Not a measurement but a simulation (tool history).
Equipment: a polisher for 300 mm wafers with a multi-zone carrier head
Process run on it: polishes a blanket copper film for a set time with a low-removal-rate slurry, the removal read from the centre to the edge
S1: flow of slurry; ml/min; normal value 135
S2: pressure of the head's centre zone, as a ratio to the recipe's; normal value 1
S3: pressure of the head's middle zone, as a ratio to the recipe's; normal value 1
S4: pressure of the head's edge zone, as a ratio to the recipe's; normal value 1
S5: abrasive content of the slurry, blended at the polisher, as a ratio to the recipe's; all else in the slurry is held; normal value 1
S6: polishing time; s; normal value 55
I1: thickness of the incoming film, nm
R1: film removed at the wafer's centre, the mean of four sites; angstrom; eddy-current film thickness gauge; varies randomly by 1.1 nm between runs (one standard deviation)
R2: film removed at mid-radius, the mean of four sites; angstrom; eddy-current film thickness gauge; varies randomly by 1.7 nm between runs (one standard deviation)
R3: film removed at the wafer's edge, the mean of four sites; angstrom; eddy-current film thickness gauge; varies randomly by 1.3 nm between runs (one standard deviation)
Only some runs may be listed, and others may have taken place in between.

| run | day | S1 | S2 | S3 | S4 | S5 | S6 | I1 | R1 | R2 | R3 |
|---|---|---|---|---|---|---|---|---|---|---|---|
| 1 | 0 | 155 | 0.95 | 1 | 1 | 1 | 55 | 1154.6 | 1427 | 1518 | 1515 |
|  | 0.596 | edge zone pressure recalibrated |
| 2 | 1.771 | 135 | 1 | 1 | 1 | 1 | 55 | 1162.9 | 1438 | 1462 | 1467 |
|  | 2.067 | slurry nozzle cleaned |
|  | 2.183 | centre zone pressure recalibrated |
| 3 | 4.429 | 135 | 0.88 | 1 | 0.9 | 1.1 | 55 | 1145.2 | 1411 | 1548 | 1473 |
| 4 | 6.546 | 95 | 1 | 1.07 | 1 | 1 | 47 | 1168.2 | 1119 | 1215 | 1188 |
| 5 | 9.512 | 160 | 1 | 1 | 1 | 1 | 55 | 1147.5 | 1554 | 1563 | 1536 |
| 6 | 10.821 | 135 | 0.91 | 1 | 1 | 1 | 55 | 1141.9 | 1381 | 1442 | 1493 |
| 7 | 11.867 | 135 | 1.07 | 1.12 | 0.91 | 1 | 55 | 1176.9 | 1550 | 1614 | 1430 |
| 8 | 13.362 | 135 | 1 | 1 | 1 | 0.9 | 55 | 1146.4 | 1415 | 1424 | 1440 |
| 9 | 14.729 | 135 | 0.91 | 0.95 | 0.92 | 1 | 62 | 1152.4 | 1531 | 1565 | 1596 |
|  | 15.812 | worn pad replaced by a new one |
| 10 | 17.217 | 135 | 1 | 0.96 | 1 | 1 | 39 | 1156.7 | 1025 | 999 | 1047 |
|  | 17.283 | slurry nozzle cleaned |
| 11 | 19.262 | 135 | 1 | 1 | 1 | 1 | 55 | 1166.6 | 1502 | 1512 | 1529 |
| 12 | 21.583 | 135 | 1 | 1.03 | 1 | 1 | 61 | 1175.2 | 1641 | 1699 | 1652 |
| 13 | 23.554 | 135 | 1 | 1 | 1 | 1 | 55 | 1159.5 | 1473 | 1477 | 1502 |
|  | 24.712 | carrier head's membrane replaced by a new one |
| 14 | 26.138 | 135 | 1.05 | 1 | 0.89 | 1 | 55 | 1157.7 | 1527 | 1463 | 1407 |
| 15 | 28.138 | 135 | 1.07 | 1.12 | 0.91 | 1 | 55 | 1153.2 | 1559 | 1611 | 1426 |
| 16 | 30.329 | 135 | 1 | 1 | 1.09 | 1.1 | 55 | 1155.3 | 1485 | 1486 | 1580 |
| 17 | 31.954 | 135 | 1 | 1 | 1.04 | 1 | 55 | 1151.6 | 1435 | 1417 | 1510 |
| 18 | 33.196 | 135 | 1 | 1 | 1 | 1.25 | 55 | 1173.3 | 1534 | 1559 | 1539 |
|  | 33.762 | worn pad replaced by a new one |
|  | 35.004 | slurry nozzle cleaned |
| 19 | 36.033 | 135 | 1 | 1 | 1 | 1 | 55 | 1183 | 1494 | 1476 | 1490 |
| 20 | 38.429 | 135 | 1 | 1 | 0.92 | 1 | 55 | 1170.7 | 1480 | 1491 | 1450 |

Some steps in R1, run to run, broken into two amounts with sign: the step expected even without the hidden condition (settings, incoming material, random variation), and the rest, left for the hidden condition together with whatever gauge scatter is not in both the measured and the hidden-condition-free result:
The tool's hidden condition here consists of: removal rate lost through wear of the pad, %; slurry flow missing at the pad, %; deviation of the centre zone's pressure from its setpoint, %; deviation of the edge zone's pressure from its setpoint, %.
Run 2 -> 3: S2 1 -> 0.88, S4 1 -> 0.9, S5 1 -> 1.1, slurry nozzle cleaned, centre zone pressure recalibrated. R1 -27 angstrom: hidden state +67, all else -94.
Run 9 -> 10: S2 0.91 -> 1, S3 0.95 -> 0.96, S4 0.92 -> 1, S6 62 -> 39, worn pad replaced by a new one. R1 -506 angstrom: hidden state +9, all else -515.
Run 10 -> 11: S3 0.96 -> 1, S6 39 -> 55, slurry nozzle cleaned. R1 +477 angstrom: hidden state +31, all else +446.
Run 18 -> 19: S5 1.25 -> 1, worn pad replaced by a new one, slurry nozzle cleaned. R1 -40 angstrom: hidden state +52, all else -92.
